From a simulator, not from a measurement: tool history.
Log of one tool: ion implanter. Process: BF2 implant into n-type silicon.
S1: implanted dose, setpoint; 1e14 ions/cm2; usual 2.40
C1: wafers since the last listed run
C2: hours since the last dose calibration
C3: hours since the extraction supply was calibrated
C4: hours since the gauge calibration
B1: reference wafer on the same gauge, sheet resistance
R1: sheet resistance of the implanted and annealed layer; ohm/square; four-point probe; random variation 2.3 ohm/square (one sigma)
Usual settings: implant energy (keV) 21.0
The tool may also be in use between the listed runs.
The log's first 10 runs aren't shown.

{"hour": 766.3, "done": "extraction supply calibrated"}
{"run": 11, "hour": 786.0, "S1": 2.4, "implant energy (keV)": 21.0, "C1": 1411, "C2": 427.0, "C3": 19.7, "C4": 1617.1, "B1": 579.75, "R1": 521.89}
{"run": 12, "hour": 849.2, "S1": 2.4, "implant energy (keV)": 21.0, "C1": 911, "C2": 490.2, "C3": 82.9, "C4": 1680.3, "B1": 580.5, "R1": 523.46}
{"run": 13, "hour": 887.7, "S1": 2.4, "implant energy (keV)": 21.0, "C1": 554, "C2": 528.7, "C3": 121.4, "C4": 1718.8, "B1": 581.49, "R1": 524.0}
{"run": 14, "hour": 975.5, "S1": 1.86, "implant energy (keV)": 16.0, "C1": 1265, "C2": 616.5, "C3": 209.2, "C4": 1806.6, "B1": 582.04, "R1": 671.83}
{"run": 15, "hour": 1034.5, "S1": 2.4, "implant energy (keV)": 21.0, "C1": 850, "C2": 675.5, "C3": 268.2, "C4": 1865.6, "B1": 582.51, "R1": 526.04}
{"run": 16, "hour": 1134.5, "S1": 2.88, "implant energy (keV)": 26.5, "C1": 1441, "C2": 775.5, "C3": 368.2, "C4": 1965.6, "B1": 583.79, "R1": 445.55}
{"run": 17, "hour": 1228.9, "S1": 2.4, "implant energy (keV)": 21.0, "C1": 1360, "C2": 869.9, "C3": 462.6, "C4": 2060.0, "B1": 584.82, "R1": 532.05}
{"run": 18, "hour": 1331.9, "S1": 1.96, "implant energy (keV)": 27.0, "C1": 1484, "C2": 972.9, "C3": 565.6, "C4": 2163.0, "B1": 585.18, "R1": 610.11}
{"hour": 1367.9, "done": "Faraday cup replaced and dose calibrated"}
{"run": 19, "hour": 1368.2, "S1": 2.4, "implant energy (keV)": 21.0, "C1": 407, "C2": 0.3, "C3": 601.9, "C4": 2199.3, "B1": 586.39, "R1": 528.42}
{"run": 20, "hour": 1424.0, "S1": 1.89, "implant energy (keV)": 17.5, "C1": 804, "C2": 56.1, "C3": 657.7, "C4": 2255.1, "B1": 586.28, "R1": 666.82}
{"run": 21, "hour": 1517.8, "S1": 2.4, "implant energy (keV)": 21.0, "C1": 1352, "C2": 149.9, "C3": 751.5, "C4": 2348.9, "B1": 587.73, "R1": 531.27}
{"run": 22, "hour": 1618.0, "S1": 3.11, "implant energy (keV)": 21.0, "C1": 1444, "C2": 250.1, "C3": 851.7, "C4": 2449.1, "B1": 588.2, "R1": 429.27}
{"run": 23, "hour": 1915.0, "S1": 2.19, "implant energy (keV)": 24.0, "C1": 4281, "C2": 547.1, "C3": 1148.7, "C4": 2746.1, "B1": 591.28, "R1": 576.35}
{"run": 24, "hour": 1976.0, "S1": 2.17, "implant energy (keV)": 17.5, "C1": 879, "C2": 608.1, "C3": 1209.7, "C4": 2807.1, "B1": 591.68, "R1": 592.34}
{"run": 25, "hour": 2026.1, "S1": 2.86, "implant energy (keV)": 23.0, "C1": 722, "C2": 658.2, "C3": 1259.8, "C4": 2857.2, "B1": 592.45, "R1": 458.34}
{"hour": 2062.6, "done": "gauge calibrated"}
{"run": 26, "hour": 2133.1, "S1": 3.07, "implant energy (keV)": 24.5, "C1": 1542, "C2": 765.2, "C3": 1366.8, "C4": 70.5, "B1": 562.89, "R1": 409.48}
{"run": 27, "hour": 2225.8, "S1": 2.84, "implant energy (keV)": 23.0, "C1": 1336, "C2": 857.9, "C3": 1459.5, "C4": 163.2, "B1": 563.57, "R1": 436.56}
{"run": 28, "hour": 2291.5, "S1": 2.68, "implant energy (keV)": 14.5, "C1": 947, "C2": 923.6, "C3": 1525.2, "C4": 228.9, "B1": 564.11, "R1": 489.73}
{"run": 29, "hour": 2354.8, "S1": 1.74, "implant energy (keV)": 25.0, "C1": 912, "C2": 986.9, "C3": 1588.5, "C4": 292.2, "B1": 565.03, "R1": 657.4}
{"run": 30, "hour": 2442.4, "S1": 2.94, "implant energy (keV)": 21.0, "C1": 1262, "C2": 1074.5, "C3": 1676.1, "C4": 379.8, "B1": 566.04, "R1": 430.4}
{"hour": 2533.9, "done": "Faraday cup replaced and dose calibrated"}
{"run": 31, "hour": 2572.0, "S1": 1.72, "implant energy (keV)": 27.0, "C1": 1752, "C2": 38.1, "C3": 1805.7, "C4": 509.4, "B1": 566.74, "R1": 665.39}
{"run": 32, "hour": 2643.4, "S1": 1.91, "implant energy (keV)": 18.0, "C1": 1029, "C2": 109.5, "C3": 1877.1, "C4": 580.8, "B1": 567.45, "R1": 631.92}
{"run": 33, "hour": 2715.8, "S1": 2.4, "implant energy (keV)": 21.0, "C1": 1043, "C2": 181.9, "C3": 1949.5, "C4": 653.2, "B1": 568.6, "R1": 512.16}
{"run": 34, "hour": 2763.5, "S1": 2.4, "implant energy (keV)": 25.0, "C1": 687, "C2": 229.6, "C3": 1997.2, "C4": 700.9, "B1": 568.51, "R1": 508.34}

Run 35 comes next. What will it give?
{"run": 35, "hour": 2864.4, "S1": 2.4, "implant energy (keV)": 21.0, "C1": 1454, "C2": 330.5, "C3": 2098.1, "C4": 801.8, "B1": "?", "R1": "?"}

{"run 35": {"B1": 569.52, "R1": 517.0}}
Without the tool's hidden state the same run would have given R1 514.44 ohm/square.
